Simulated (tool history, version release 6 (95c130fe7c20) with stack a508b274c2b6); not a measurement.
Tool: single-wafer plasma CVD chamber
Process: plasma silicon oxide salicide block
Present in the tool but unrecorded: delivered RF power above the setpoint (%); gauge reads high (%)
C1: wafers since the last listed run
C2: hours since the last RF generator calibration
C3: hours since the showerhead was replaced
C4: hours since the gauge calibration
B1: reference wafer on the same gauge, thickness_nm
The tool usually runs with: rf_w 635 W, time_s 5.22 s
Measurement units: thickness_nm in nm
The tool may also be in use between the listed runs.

{"run": 1, "day": 0.0, "rf_w": 635, "time_s": 5.22, "C1": 0, "C2": 1838.2, "C3": 6210.1, "C4": 288.0, "B1": 49.102, "thickness_nm": 49.475}
{"run": 2, "day": 1.217, "rf_w": 685, "time_s": 5.22, "C1": 1190, "C2": 1867.4, "C3": 6239.3, "C4": 317.2, "B1": 49.094, "thickness_nm": 50.562}
{"run": 3, "day": 2.221, "rf_w": 685, "time_s": 5.22, "C1": 982, "C2": 1891.5, "C3": 6263.4, "C4": 341.3, "B1": 49.108, "thickness_nm": 50.549}
{"run": 4, "day": 3.633, "rf_w": 635, "time_s": 4.89, "C1": 1381, "C2": 1925.4, "C3": 6297.3, "C4": 375.2, "B1": 49.089, "thickness_nm": 46.302}
{"run": 5, "day": 4.317, "rf_w": 635, "time_s": 5.89, "C1": 668, "C2": 1941.8, "C3": 6313.7, "C4": 391.6, "B1": 49.114, "thickness_nm": 55.474}
{"run": 6, "day": 4.938, "rf_w": 635, "time_s": 5.89, "C1": 607, "C2": 1956.7, "C3": 6328.6, "C4": 406.5, "B1": 49.092, "thickness_nm": 55.42}
{"run": 7, "day": 5.842, "rf_w": 635, "time_s": 5.22, "C1": 884, "C2": 1978.4, "C3": 6350.3, "C4": 428.2, "B1": 49.073, "thickness_nm": 49.171}
{"run": 8, "day": 7.217, "rf_w": 635, "time_s": 5.22, "C1": 1344, "C2": 2011.4, "C3": 6383.3, "C4": 461.2, "B1": 49.095, "thickness_nm": 49.367}
{"run": 9, "day": 7.879, "rf_w": 635, "time_s": 5.22, "C1": 648, "C2": 2027.3, "C3": 6399.2, "C4": 477.1, "B1": 49.095, "thickness_nm": 49.15}
{"run": 10, "day": 8.7, "rf_w": 730, "time_s": 5.22, "C1": 802, "C2": 2047.0, "C3": 6418.9, "C4": 496.8, "B1": 49.101, "thickness_nm": 51.43}
{"run": 11, "day": 9.821, "rf_w": 635, "time_s": 5.22, "C1": 1096, "C2": 2073.9, "C3": 6445.8, "C4": 523.7, "B1": 49.11, "thickness_nm": 49.053}
{"day": 9.946, "done": "gauge calibrated"}
{"run": 12, "day": 10.6, "rf_w": 750, "time_s": 4.82, "C1": 762, "C2": 2092.6, "C3": 6464.5, "C4": 15.7, "B1": 49.096, "thickness_nm": 47.681}
{"run": 13, "day": 11.742, "rf_w": 740, "time_s": 4.89, "C1": 1116, "C2": 2120.0, "C3": 6491.9, "C4": 43.1, "B1": 49.093, "thickness_nm": 48.131}
{"run": 14, "day": 12.962, "rf_w": 710, "time_s": 4.48, "C1": 1194, "C2": 2149.3, "C3": 6521.2, "C4": 72.4, "B1": 49.088, "thickness_nm": 43.498}
{"run": 15, "day": 14.096, "rf_w": 705, "time_s": 4.88, "C1": 1108, "C2": 2176.5, "C3": 6548.4, "C4": 99.6, "B1": 49.105, "thickness_nm": 47.412}
{"day": 14.921, "done": "showerhead replaced"}
{"day": 15.004, "done": "RF generator calibrated"}
{"run": 16, "day": 15.025, "rf_w": 635, "time_s": 5.22, "C1": 503, "C2": 0.5, "C3": 2.5, "C4": 121.9, "B1": 49.103, "thickness_nm": 50.683}
{"run": 17, "day": 15.425, "rf_w": 635, "time_s": 5.22, "C1": 391, "C2": 10.1, "C3": 12.1, "C4": 131.5, "B1": 49.101, "thickness_nm": 50.723}
{"run": 18, "day": 16.358, "rf_w": 600, "time_s": 6.02, "C1": 912, "C2": 32.5, "C3": 34.5, "C4": 153.9, "B1": 49.091, "thickness_nm": 57.472}
{"run": 19, "day": 17.383, "rf_w": 635, "time_s": 5.22, "C1": 1002, "C2": 57.1, "C3": 59.1, "C4": 178.5, "B1": 49.112, "thickness_nm": 50.584}
{"run": 20, "day": 17.954, "rf_w": 720, "time_s": 5.22, "C1": 558, "C2": 70.8, "C3": 72.8, "C4": 192.2, "B1": 49.087, "thickness_nm": 52.614}
{"run": 21, "day": 18.521, "rf_w": 560, "time_s": 4.38, "C1": 554, "C2": 84.4, "C3": 86.4, "C4": 205.8, "B1": 49.089, "thickness_nm": 40.932}
{"run": 22, "day": 19.8, "rf_w": 710, "time_s": 6.23, "C1": 1251, "C2": 115.1, "C3": 117.1, "C4": 236.5, "B1": 49.087, "thickness_nm": 62.502}

Here are 5 independent what-if runs from the current tool condition. What would each one return?
{"run": "A", "day": 19.817, "rf_w": 690, "time_s": 5.22, "C1": 16, "C2": 115.5, "C3": 117.5, "C4": 236.9, "B1": "?", "thickness_nm": "?"}
{"run": "B", "day": 19.817, "rf_w": 635, "time_s": 4.83, "C1": 16, "C2": 115.5, "C3": 117.5, "C4": 236.9, "B1": "?", "thickness_nm": "?"}
{"run": "C", "day": 19.817, "rf_w": 515, "time_s": 5.22, "C1": 16, "C2": 115.5, "C3": 117.5, "C4": 236.9, "B1": "?", "thickness_nm": "?"}
{"run": "D", "day": 19.817, "rf_w": 695, "time_s": 6.02, "C1": 16, "C2": 115.5, "C3": 117.5, "C4": 236.9, "B1": "?", "thickness_nm": "?"}
{"run": "E", "day": 19.817, "rf_w": 580, "time_s": 4.61, "C1": 16, "C2": 115.5, "C3": 117.5, "C4": 236.9, "B1": "?", "thickness_nm": "?"}

run=A B1=49.095 thickness_nm=51.959
run=B B1=49.095 thickness_nm=46.882
run=C B1=49.095 thickness_nm=47.544
run=D B1=49.095 thickness_nm=60.054
run=E B1=49.095 thickness_nm=43.533
Had the tool no hidden state, the same runs would have come out as:
run=A thickness_nm=51.984
run=B thickness_nm=46.904
run=C thickness_nm=47.567
run=D thickness_nm=60.082
run=E thickness_nm=43.553
